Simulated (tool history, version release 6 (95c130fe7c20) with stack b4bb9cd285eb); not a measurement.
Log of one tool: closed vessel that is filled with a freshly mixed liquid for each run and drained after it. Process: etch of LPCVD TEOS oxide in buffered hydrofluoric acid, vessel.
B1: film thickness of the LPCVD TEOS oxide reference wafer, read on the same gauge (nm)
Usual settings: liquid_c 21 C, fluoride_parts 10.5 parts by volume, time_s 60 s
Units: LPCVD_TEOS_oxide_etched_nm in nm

run 1 hour=0 | liquid_c=21 fluoride_parts=10.5 time_s=60 | B1=50.02 | LPCVD_TEOS_oxide_etched_nm=70.89
run 2 hour=64.5 | liquid_c=21 fluoride_parts=10.5 time_s=60 | B1=50 | LPCVD_TEOS_oxide_etched_nm=70.59
run 3 hour=119.8 | liquid_c=21 fluoride_parts=7.5 time_s=60 | B1=50 | LPCVD_TEOS_oxide_etched_nm=96.47
run 4 hour=155.2 | liquid_c=21 fluoride_parts=7.5 time_s=60 | B1=50 | LPCVD_TEOS_oxide_etched_nm=95.43
run 5 hour=287.9 | liquid_c=21 fluoride_parts=7.5 time_s=60 | B1=49.99 | LPCVD_TEOS_oxide_etched_nm=95.35
run 6 hour=338.1 | liquid_c=18 fluoride_parts=10.5 time_s=60 | B1=50 | LPCVD_TEOS_oxide_etched_nm=59.11
run 7 hour=387.8 | liquid_c=18 fluoride_parts=10.5 time_s=60 | B1=50 | LPCVD_TEOS_oxide_etched_nm=59.15
run 8 hour=453 | liquid_c=21 fluoride_parts=10.5 time_s=60 | B1=50.01 | LPCVD_TEOS_oxide_etched_nm=69.97
-- hour=543.6 thermometer replaced
run 9 hour=639.3 | liquid_c=21 fluoride_parts=10.5 time_s=60 | B1=50 | LPCVD_TEOS_oxide_etched_nm=69.66
run 10 hour=676.8 | liquid_c=21 fluoride_parts=8 time_s=60 | B1=50 | LPCVD_TEOS_oxide_etched_nm=87.53
run 11 hour=704.5 | liquid_c=21 fluoride_parts=8 time_s=60 | B1=50 | LPCVD_TEOS_oxide_etched_nm=87.75
run 12 hour=732.9 | liquid_c=21 fluoride_parts=8 time_s=60 | B1=49.99 | LPCVD_TEOS_oxide_etched_nm=87.68
run 13 hour=800.1 | liquid_c=21 fluoride_parts=10.5 time_s=60 | B1=49.97 | LPCVD_TEOS_oxide_etched_nm=69.38
run 14 hour=866.4 | liquid_c=24.5 fluoride_parts=11.5 time_s=70 | B1=50 | LPCVD_TEOS_oxide_etched_nm=89.43
run 15 hour=900.9 | liquid_c=21 fluoride_parts=14.5 time_s=60 | B1=50.02 | LPCVD_TEOS_oxide_etched_nm=50.59
run 16 hour=935 | liquid_c=21 fluoride_parts=10.5 time_s=60 | B1=50 | LPCVD_TEOS_oxide_etched_nm=68.91
-- hour=942.1 gauge calibrated
-- hour=972.6 hydrofluoric acid flow meter replaced
run 17 hour=974.9 | liquid_c=21 fluoride_parts=10.5 time_s=60 | B1=50 | LPCVD_TEOS_oxide_etched_nm=74.05
run 18 hour=1037.3 | liquid_c=21 fluoride_parts=8.5 time_s=80 | B1=49.99 | LPCVD_TEOS_oxide_etched_nm=117.55
run 19 hour=1101.3 | liquid_c=21 fluoride_parts=10.5 time_s=60 | B1=50 | LPCVD_TEOS_oxide_etched_nm=73.84
run 20 hour=1126.9 | liquid_c=21 fluoride_parts=10.5 time_s=60 | B1=50.01 | LPCVD_TEOS_oxide_etched_nm=74.25
run 21 hour=1197.9 | liquid_c=23.5 fluoride_parts=13 time_s=80 | B1=49.99 | LPCVD_TEOS_oxide_etched_nm=92.05
run 22 hour=1234 | liquid_c=19 fluoride_parts=7.5 time_s=75 | B1=49.99 | LPCVD_TEOS_oxide_etched_nm=112.48
run 23 hour=1305.3 | liquid_c=21 fluoride_parts=10.5 time_s=60 | B1=50.03 | LPCVD_TEOS_oxide_etched_nm=73.8
run 24 hour=1363 | liquid_c=21 fluoride_parts=10.5 time_s=60 | B1=50.03 | LPCVD_TEOS_oxide_etched_nm=73.3
run 25 hour=1392.6 | liquid_c=21 fluoride_parts=10.5 time_s=45 | B1=50 | LPCVD_TEOS_oxide_etched_nm=54.6
run 26 hour=1461.4 | liquid_c=24.5 fluoride_parts=10.5 time_s=60 | B1=49.97 | LPCVD_TEOS_oxide_etched_nm=89.03
run 27 hour=1512.6 | liquid_c=22.5 fluoride_parts=12.5 time_s=30 | B1=50.02 | LPCVD_TEOS_oxide_etched_nm=33.41

3 ways to go on from here, each from the tool as it stands after run 27. What would each give?
run A hour=1513.3 | liquid_c=21 fluoride_parts=10.5 time_s=60 | B1=? | LPCVD_TEOS_oxide_etched_nm=?
run B hour=1513.3 | liquid_c=25.5 fluoride_parts=11.5 time_s=80 | B1=? | LPCVD_TEOS_oxide_etched_nm=?
run C hour=1513.3 | liquid_c=19 fluoride_parts=9 time_s=70 | B1=? | LPCVD_TEOS_oxide_etched_nm=?

run=A B1=50.01 LPCVD_TEOS_oxide_etched_nm=73.12
run=B B1=50.01 LPCVD_TEOS_oxide_etched_nm=114.17
run=C B1=50.01 LPCVD_TEOS_oxide_etched_nm=85.96
Without the tool's hidden state the same runs would have given:
run=A LPCVD_TEOS_oxide_etched_nm=74.33
run=B LPCVD_TEOS_oxide_etched_nm=116.06
run=C LPCVD_TEOS_oxide_etched_nm=86.88

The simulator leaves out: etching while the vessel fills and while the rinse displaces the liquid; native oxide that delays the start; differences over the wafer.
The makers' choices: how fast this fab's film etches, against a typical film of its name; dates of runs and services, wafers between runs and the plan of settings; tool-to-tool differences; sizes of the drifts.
